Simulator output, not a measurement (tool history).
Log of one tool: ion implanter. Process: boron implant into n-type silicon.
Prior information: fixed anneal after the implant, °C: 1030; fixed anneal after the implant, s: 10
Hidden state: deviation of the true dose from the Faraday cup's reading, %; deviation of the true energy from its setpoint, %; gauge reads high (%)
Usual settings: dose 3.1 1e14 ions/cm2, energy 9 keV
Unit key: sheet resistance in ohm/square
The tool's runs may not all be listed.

| run | day | dose | energy | wafers since the last listed run | hours since the last dose calibration | hours since the extraction supply was calibrated | hours since the gauge calibration | read-back reference wafer on the same gauge, sheet resistance | sheet resistance |
|---|---|---|---|---|---|---|---|---|---|
| 1 | 0 | 3.1 | 9 | 0 | 1151.1 | 4318.7 | 130.7 | 347.07 | 382.05 |
| 2 | 2.338 | 3.1 | 9 | 1951 | 1207.2 | 4374.8 | 186.8 | 347.07 | 382.96 |
| 3 | 3.796 | 2.55 | 9 | 1217 | 1242.2 | 4409.8 | 221.8 | 346.91 | 449.81 |
| 4 | 4.575 | 2.55 | 9 | 650 | 1260.9 | 4428.5 | 240.5 | 347.14 | 451.12 |
| 5 | 5.271 | 3.1 | 9 | 580 | 1277.6 | 4445.2 | 257.2 | 347.02 | 382.04 |
| 6 | 6.496 | 3.1 | 9 | 1022 | 1307 | 4474.6 | 286.6 | 346.93 | 381.95 |
|  | 7.521 | Faraday cup replaced and dose calibrated |
| 7 | 7.912 | 3.1 | 10 | 904 | 9.4 | 4508.6 | 320.6 | 347.13 | 363.33 |
| 8 | 9.033 | 3.1 | 10 | 935 | 36.3 | 4535.5 | 347.5 | 347.36 | 361.57 |
| 9 | 11.55 | 3.35 | 9 | 2100 | 96.7 | 4595.9 | 407.9 | 346.89 | 344 |
| 10 | 12.325 | 2.51 | 9 | 646 | 115.3 | 4614.5 | 426.5 | 347.25 | 442.34 |
|  | 12.421 | gauge calibrated |
|  | 12.746 | extraction supply calibrated |
| 11 | 12.954 | 3.1 | 9 | 246 | 130.4 | 5 | 12.8 | 347.22 | 371.8 |
| 12 | 13.983 | 3.47 | 11 | 859 | 155.1 | 29.7 | 37.5 | 346.7 | 330.46 |
| 13 | 15.442 | 3.1 | 12 | 1217 | 190.1 | 64.7 | 72.5 | 346.85 | 358.09 |
| 14 | 16.133 | 3.47 | 11 | 577 | 206.7 | 81.3 | 89.1 | 347.05 | 330.37 |
| 15 | 17.138 | 3.91 | 9 | 838 | 230.8 | 105.4 | 113.2 | 347.06 | 306.02 |
| 16 | 18.196 | 2.55 | 9 | 883 | 256.2 | 130.8 | 138.6 | 347.03 | 438.22 |
| 17 | 20.104 | 3.76 | 10.5 | 1592 | 302 | 176.6 | 184.4 | 346.84 | 313.35 |

Consider 4 possible next runs. They are alternatives, not a sequence: every one starts from the tool as it was left by run 17. What does each give?
| A | 20.121 | 3.1 | 9 | 13 | 302.4 | 177 | 184.8 | ? | ? |
| B | 20.121 | 2.29 | 10 | 13 | 302.4 | 177 | 184.8 | ? | ? |
| C | 20.121 | 2.86 | 9 | 13 | 302.4 | 177 | 184.8 | ? | ? |
| D | 20.121 | 2.7 | 10 | 13 | 302.4 | 177 | 184.8 | ? | ? |

| run | read-back reference wafer on the same gauge, sheet resistance | sheet resistance |
|---|---|---|
| A | 347.08 | 374.03 |
| B | 347.08 | 474.84 |
| C | 347.08 | 400.26 |
| D | 347.08 | 414.22 |
Take away the tool's hidden state, keep each run's random variation, and the runs would have read:
| run | sheet resistance |
|---|---|
| A | 365.93 |
| B | 464.78 |
| C | 391.65 |
| D | 405.37 |
